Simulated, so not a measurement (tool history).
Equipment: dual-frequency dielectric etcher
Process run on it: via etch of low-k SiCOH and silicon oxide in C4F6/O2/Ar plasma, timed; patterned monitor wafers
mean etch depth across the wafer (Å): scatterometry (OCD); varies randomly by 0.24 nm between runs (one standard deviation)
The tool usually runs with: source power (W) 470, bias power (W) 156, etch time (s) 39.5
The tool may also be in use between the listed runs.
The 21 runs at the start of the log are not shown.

run	hour	source power (W)	bias power (W)	etch time (s)	read-back reference wafer on the same gauge, depth_nm	mean etch depth across the wafer (Å)
22	318.9	470	190	39.5	79.7	1022
# hour 378.3: wet clean of the chamber
23	378.8	380	156	29.5	79.7	670
24	401	470	156	39.5	79.7	962
25	413.1	470	156	47	79.7	1144
26	424.5	560	144	31	79.7	776
27	442.5	350	156	39.5	79.7	874
28	451.2	520	128	29	79.7	686
29	457.9	470	156	39.5	79.7	963

What will run 30 give?
30	469.6	470	156	39.5	?	?

read-back reference wafer on the same gauge, depth_nm: 79.7
mean etch depth across the wafer (Å): 963
On a tool with no hidden condition, and with the same random variation, this run would have come out at mean etch depth across the wafer (Å) 963.
